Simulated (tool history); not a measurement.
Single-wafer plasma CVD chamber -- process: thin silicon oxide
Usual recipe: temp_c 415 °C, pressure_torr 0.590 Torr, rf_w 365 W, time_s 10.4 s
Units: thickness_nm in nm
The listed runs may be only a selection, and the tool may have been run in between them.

run,hour,temp_c,pressure_torr,rf_w,time_s,wafers since the last listed run,hours since the last thermocouple change,hours since the last RF generator calibration,hours since the last manometer calibration,hours since the showerhead was replaced,hours since the gauge calibration,"read-back reference wafer on the same gauge, thickness_nm",thickness_nm
1,0.0,415,0.590,365,10.4,0,107.7,2031.6,1236.3,6510.6,1056.4,13.116,15.488
2,85.7,403,0.590,365,9.2,3598,193.4,2117.3,1322.0,6596.3,1142.1,13.100,13.764
3,165.1,415,0.590,365,10.4,3333,272.8,2196.7,1401.4,6675.7,1221.5,13.102,15.490
4,247.4,415,0.590,365,10.4,3455,355.1,2279.0,1483.7,6758.0,1303.8,13.084,15.423
5,343.5,415,0.590,365,10.4,4035,451.2,2375.1,1579.8,6854.1,1399.9,13.087,15.428
# hour 394.1: RF generator calibrated
6,416.4,429,0.722,295,12.2,2725,524.1,22.3,1652.7,6927.0,1472.8,13.096,19.889
7,454.0,404,0.590,365,10.4,1578,561.7,59.9,1690.3,6964.6,1510.4,13.117,15.326
# hour 511.7: capacitance manometer re-zeroed and calibrated
8,539.4,415,0.443,365,10.4,3250,647.1,145.3,27.7,7050.0,1595.8,13.092,11.273
9,581.3,415,0.664,405,11.5,1759,689.0,187.2,69.6,7091.9,1637.7,13.098,19.536
# hour 851.7: showerhead replaced
10,855.5,415,0.590,365,11.9,11177,963.2,461.4,343.8,3.8,1911.9,13.104,17.379
# hour 890.5: gauge calibrated
11,948.8,415,0.590,365,10.4,3917,1056.5,554.7,437.1,97.1,58.3,13.103,15.054
12,1022.5,415,0.446,420,10.4,3094,1130.2,628.4,510.8,170.8,132.0,13.095,11.987
13,1130.4,422,0.737,365,10.4,4530,1238.1,736.3,618.7,278.7,239.9,13.095,18.685
# hour 1206.4: RF generator calibrated, repeated, since the last time left the tool worse
14,1225.2,421,0.630,365,10.4,3644,1332.9,18.8,713.5,373.5,334.7,13.094,16.698
15,1272.6,415,0.590,365,11.7,1990,1380.3,66.2,760.9,420.9,382.1,13.115,17.789
16,1350.5,415,0.522,365,10.4,3270,1458.2,144.1,838.8,498.8,460.0,13.093,13.759
17,1417.0,415,0.590,365,10.4,2792,1524.7,210.6,905.3,565.3,526.5,13.108,15.682
18,1501.1,429,0.493,365,10.4,3531,1608.8,294.7,989.4,649.4,610.6,13.106,12.848
19,1568.0,422,0.476,425,8.6,2809,1675.7,361.6,1056.3,716.3,677.5,13.117,10.887
20,1625.1,415,0.590,365,10.4,2397,1732.8,418.7,1113.4,773.4,734.6,13.112,15.685
21,1706.8,415,0.590,365,10.4,3430,1814.5,500.4,1195.1,855.1,816.3,13.107,15.743
22,1760.7,415,0.590,365,10.4,2263,1868.4,554.3,1249.0,909.0,870.2,13.104,15.629
23,1836.2,415,0.590,365,10.4,3170,1943.9,629.8,1324.5,984.5,945.7,13.097,15.662
24,1924.0,405,0.590,365,8.4,3686,2031.7,717.6,1412.3,1072.3,1033.5,13.108,12.699
25,2017.3,404,0.590,310,11.8,3917,2125.0,810.9,1505.6,1165.6,1126.8,13.099,16.866
26,2057.7,415,0.590,365,10.4,1696,2165.4,851.3,1546.0,1206.0,1167.2,13.093,15.649
27,2124.4,428,0.590,305,10.4,2800,2232.1,918.0,1612.7,1272.7,1233.9,13.099,14.455

Pick out some run-to-run changes in thickness_nm. Of each, how much would a tool without hidden state show as well, from the settings, what came in and chance, and how much is left for the hidden state and any gauge scatter not in both results compared?
Unlogged tool condition in this case: wafer temperature above the value expected at the setpoint (K); delivered RF power above the setpoint (%); true pressure above the setpoint (%); gauge reads high (%).
Run 5 -> 6: temp_c 415 -> 429, pressure_torr 0.590 -> 0.722, rf_w 365 -> 295, time_s 10.4 -> 12.2, RF generator calibrated. thickness_nm +4.461 nm: hidden state -0.469, all else +4.930.
Run 8 -> 9: pressure_torr 0.443 -> 0.664, rf_w 365 -> 405, time_s 10.4 -> 11.5. thickness_nm +8.263 nm: hidden state -0.244, all else +8.507.
Run 12 -> 13: temp_c 415 -> 422, pressure_torr 0.446 -> 0.737, rf_w 420 -> 365. thickness_nm +6.698 nm: hidden state -0.310, all else +7.008.
Run 13 -> 14: temp_c 422 -> 421, pressure_torr 0.737 -> 0.630, RF generator calibrated, repeated, since the last time left the tool worse. thickness_nm -1.987 nm: hidden state +0.728, all else -2.715.
